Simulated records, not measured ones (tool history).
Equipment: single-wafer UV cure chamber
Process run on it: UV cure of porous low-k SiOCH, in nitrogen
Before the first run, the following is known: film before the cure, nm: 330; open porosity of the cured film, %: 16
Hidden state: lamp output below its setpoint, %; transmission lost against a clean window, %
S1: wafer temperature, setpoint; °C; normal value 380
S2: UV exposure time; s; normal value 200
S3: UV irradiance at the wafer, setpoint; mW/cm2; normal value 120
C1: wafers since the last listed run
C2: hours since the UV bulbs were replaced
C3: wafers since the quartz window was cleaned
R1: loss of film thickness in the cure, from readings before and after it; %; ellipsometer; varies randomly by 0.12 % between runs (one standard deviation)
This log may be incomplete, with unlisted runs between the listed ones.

{"run": 1, "day": 0.0, "S1": 380, "S2": 200, "S3": 120, "C1": 0, "C2": 688.4, "C3": 2950, "R1": 9.935}
{"run": 2, "day": 1.508, "S1": 380, "S2": 200, "S3": 120, "C1": 158, "C2": 724.6, "C3": 3108, "R1": 9.872}
{"run": 3, "day": 4.662, "S1": 389, "S2": 200, "S3": 120, "C1": 330, "C2": 800.3, "C3": 3439, "R1": 9.833}
{"run": 4, "day": 6.983, "S1": 365, "S2": 200, "S3": 120, "C1": 243, "C2": 856.0, "C3": 3682, "R1": 9.261}
{"run": 5, "day": 10.496, "S1": 365, "S2": 200, "S3": 120, "C1": 368, "C2": 940.3, "C3": 4051, "R1": 9.161}
{"run": 6, "day": 14.254, "S1": 365, "S2": 200, "S3": 120, "C1": 394, "C2": 1030.5, "C3": 4445, "R1": 8.855}
{"run": 7, "day": 18.208, "S1": 380, "S2": 200, "S3": 120, "C1": 414, "C2": 1125.4, "C3": 4860, "R1": 9.041}
{"day": 19.525, "done": "quartz window cleaned"}
{"run": 8, "day": 21.467, "S1": 380, "S2": 200, "S3": 120, "C1": 306, "C2": 1203.6, "C3": 203, "R1": 10.221}
{"run": 9, "day": 25.321, "S1": 380, "S2": 200, "S3": 120, "C1": 404, "C2": 1296.1, "C3": 608, "R1": 9.815}
{"run": 10, "day": 28.492, "S1": 380, "S2": 200, "S3": 120, "C1": 332, "C2": 1372.2, "C3": 940, "R1": 9.933}
{"run": 11, "day": 32.846, "S1": 380, "S2": 145, "S3": 135, "C1": 456, "C2": 1476.7, "C3": 1397, "R1": 8.995}
{"run": 12, "day": 34.996, "S1": 380, "S2": 145, "S3": 135, "C1": 225, "C2": 1528.3, "C3": 1623, "R1": 8.717}
{"run": 13, "day": 39.417, "S1": 380, "S2": 145, "S3": 135, "C1": 463, "C2": 1634.4, "C3": 2086, "R1": 8.799}
{"run": 14, "day": 41.708, "S1": 380, "S2": 200, "S3": 120, "C1": 240, "C2": 1689.4, "C3": 2327, "R1": 9.524}
{"run": 15, "day": 43.808, "S1": 380, "S2": 200, "S3": 151, "C1": 220, "C2": 1739.8, "C3": 2547, "R1": 10.482}
{"run": 16, "day": 47.846, "S1": 380, "S2": 200, "S3": 144, "C1": 423, "C2": 1836.7, "C3": 2971, "R1": 9.796}
{"run": 17, "day": 51.433, "S1": 366, "S2": 300, "S3": 144, "C1": 376, "C2": 1922.8, "C3": 3347, "R1": 11.304}
{"run": 18, "day": 54.333, "S1": 395, "S2": 140, "S3": 87, "C1": 304, "C2": 1992.4, "C3": 3651, "R1": 6.411}
{"run": 19, "day": 56.229, "S1": 380, "S2": 200, "S3": 120, "C1": 198, "C2": 2037.9, "C3": 3850, "R1": 8.624}
{"run": 20, "day": 60.338, "S1": 380, "S2": 300, "S3": 135, "C1": 430, "C2": 2136.5, "C3": 4281, "R1": 10.618}
{"run": 21, "day": 63.383, "S1": 380, "S2": 135, "S3": 104, "C1": 319, "C2": 2209.6, "C3": 4601, "R1": 6.281}
{"day": 66.467, "done": "UV bulbs replaced"}
{"run": 22, "day": 66.9, "S1": 365, "S2": 155, "S3": 90, "C1": 333, "C2": 10.4, "C3": 4935, "R1": 6.972}
{"run": 23, "day": 69.312, "S1": 380, "S2": 170, "S3": 154, "C1": 253, "C2": 68.3, "C3": 5188, "R1": 9.521}
{"day": 69.95, "done": "quartz window cleaned"}
{"run": 24, "day": 73.45, "S1": 395, "S2": 270, "S3": 120, "C1": 399, "C2": 167.6, "C3": 367, "R1": 11.743}
{"run": 25, "day": 75.288, "S1": 380, "S2": 200, "S3": 120, "C1": 192, "C2": 211.7, "C3": 560, "R1": 10.081}
{"run": 26, "day": 79.712, "S1": 367, "S2": 125, "S3": 120, "C1": 464, "C2": 317.9, "C3": 1024, "R1": 8.097}
{"run": 27, "day": 82.296, "S1": 380, "S2": 160, "S3": 104, "C1": 271, "C2": 379.9, "C3": 1295, "R1": 8.848}
{"run": 28, "day": 85.079, "S1": 366, "S2": 265, "S3": 120, "C1": 291, "C2": 446.7, "C3": 1587, "R1": 10.975}
{"run": 29, "day": 87.475, "S1": 380, "S2": 200, "S3": 120, "C1": 251, "C2": 504.2, "C3": 1838, "R1": 10.063}
{"run": 30, "day": 89.533, "S1": 380, "S2": 200, "S3": 120, "C1": 215, "C2": 553.6, "C3": 2054, "R1": 10.287}
{"run": 31, "day": 93.483, "S1": 380, "S2": 200, "S3": 120, "C1": 414, "C2": 648.4, "C3": 2468, "R1": 10.136}

4 ways to go on from here, each from the tool as it stands after run 31. What would each give?
{"run": "A", "day": 93.504, "S1": 380, "S2": 200, "S3": 159, "C1": 2, "C2": 648.9, "C3": 2471, "R1": "?"}
{"run": "B", "day": 93.504, "S1": 365, "S2": 120, "S3": 84, "C1": 2, "C2": 648.9, "C3": 2471, "R1": "?"}
{"run": "C", "day": 93.504, "S1": 373, "S2": 200, "S3": 91, "C1": 2, "C2": 648.9, "C3": 2471, "R1": "?"}
{"run": "D", "day": 93.504, "S1": 390, "S2": 100, "S3": 93, "C1": 2, "C2": 648.9, "C3": 2471, "R1": "?"}

run=A R1=11.293
run=B R1=6.394
run=C R1=8.816
run=D R1=6.476
The same runs, with their run-to-run variation unchanged, on a tool lacking any hidden condition would have given:
run=A R1=11.801
run=B R1=6.823
run=C R1=9.288
run=D R1=6.907
